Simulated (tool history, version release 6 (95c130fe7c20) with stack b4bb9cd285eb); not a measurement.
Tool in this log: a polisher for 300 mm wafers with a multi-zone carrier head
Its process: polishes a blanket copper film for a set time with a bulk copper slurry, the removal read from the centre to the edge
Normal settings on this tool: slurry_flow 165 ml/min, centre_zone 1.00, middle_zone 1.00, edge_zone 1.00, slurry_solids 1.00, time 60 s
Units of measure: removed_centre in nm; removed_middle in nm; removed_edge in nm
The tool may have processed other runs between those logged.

run,day,slurry_flow,centre_zone,middle_zone,edge_zone,slurry_solids,time,"incoming thickness of the incoming film, nm",removed_centre,removed_middle,removed_edge
1,0.000,165,1.05,0.92,1.00,0.90,60,4477.3,708.1,739.6,706.2
2,1.025,165,1.00,1.00,1.00,1.00,74,4393.2,824.9,955.5,883.9
3,1.608,165,1.00,1.07,0.90,0.90,79,4503.2,855.8,1052.7,911.8
# day 2.204: worn pad replaced by a new one
# day 2.588: slurry nozzle cleaned
4,2.708,165,1.00,1.00,1.00,1.20,74,4453.2,851.0,968.1,917.9
5,3.896,165,1.00,0.96,1.00,1.00,70,4417.9,778.1,903.1,826.8
6,4.988,165,1.00,0.88,1.00,1.20,80,4462.5,909.2,975.6,991.4
# day 5.162: centre zone pressure recalibrated
7,6.000,165,1.08,1.00,0.94,1.00,60,4441.4,776.0,760.4,707.6
8,7.462,165,1.00,1.00,1.00,1.00,60,4330.6,724.2,761.2,709.4
# day 7.900: edge zone pressure recalibrated
9,7.971,205,1.00,1.10,1.00,1.00,60,4453.2,756.3,837.6,721.3
# day 8.758: carrier head's membrane replaced by a new one
# day 12.000: slurry nozzle cleaned
10,12.408,165,1.00,1.00,1.00,1.20,74,4461.2,916.2,980.8,905.0
# day 12.717: worn pad replaced by a new one
11,13.546,135,0.93,1.00,1.06,1.00,60,4429.3,644.9,734.5,711.8
12,14.775,165,0.93,1.08,1.08,1.00,54,4354.6,598.7,722.4,662.0
13,15.733,165,1.00,1.00,1.00,1.00,60,4390.6,715.4,767.4,717.7
14,16.342,130,1.00,1.00,1.09,1.20,52,4430.7,613.1,647.7,640.8
15,17.696,165,1.00,1.00,1.08,1.20,60,4447.6,737.7,784.6,756.3
16,19.033,165,1.00,1.00,1.11,1.00,60,4424.9,725.5,770.4,738.9
# day 20.083: slurry nozzle cleaned
17,20.508,135,1.00,1.05,1.00,1.15,80,4432.5,940.0,1028.4,966.7
# day 20.962: worn pad replaced by a new one
18,21.908,165,0.96,1.03,1.00,1.00,60,4402.4,702.1,771.7,731.5
19,23.292,125,1.00,1.00,1.00,1.00,60,4408.0,653.3,729.4,687.5
20,24.304,165,1.00,1.00,1.00,1.00,60,4390.0,711.7,784.0,705.4

What if the next run were any one of these 5? Each begins from the tool's condition after run 20:
A,24.321,165,1.00,1.00,1.00,1.00,60,4428.7,?,?,?
B,24.321,165,1.00,0.93,1.00,0.90,80,4428.7,?,?,?
C,24.321,165,1.00,1.00,1.00,1.00,49,4428.7,?,?,?
D,24.321,165,0.94,1.00,1.07,1.00,60,4428.7,?,?,?
E,24.321,165,1.00,1.00,1.07,1.00,81,4428.7,?,?,?

run,removed_centre,removed_middle,removed_edge
A,715.8,761.7,724.4
B,938.2,965.4,950.1
C,584.6,622.1,591.6
D,674.7,761.9,739.1
E,966.4,1028.3,997.7
Stripped of hidden state, with their random variation kept, the same runs would have yielded:
run,removed_centre,removed_middle,removed_edge
A,736.1,761.6,724.4
B,964.8,965.3,950.1
C,601.2,622.0,591.6
D,693.9,761.8,739.1
E,993.7,1028.1,997.7
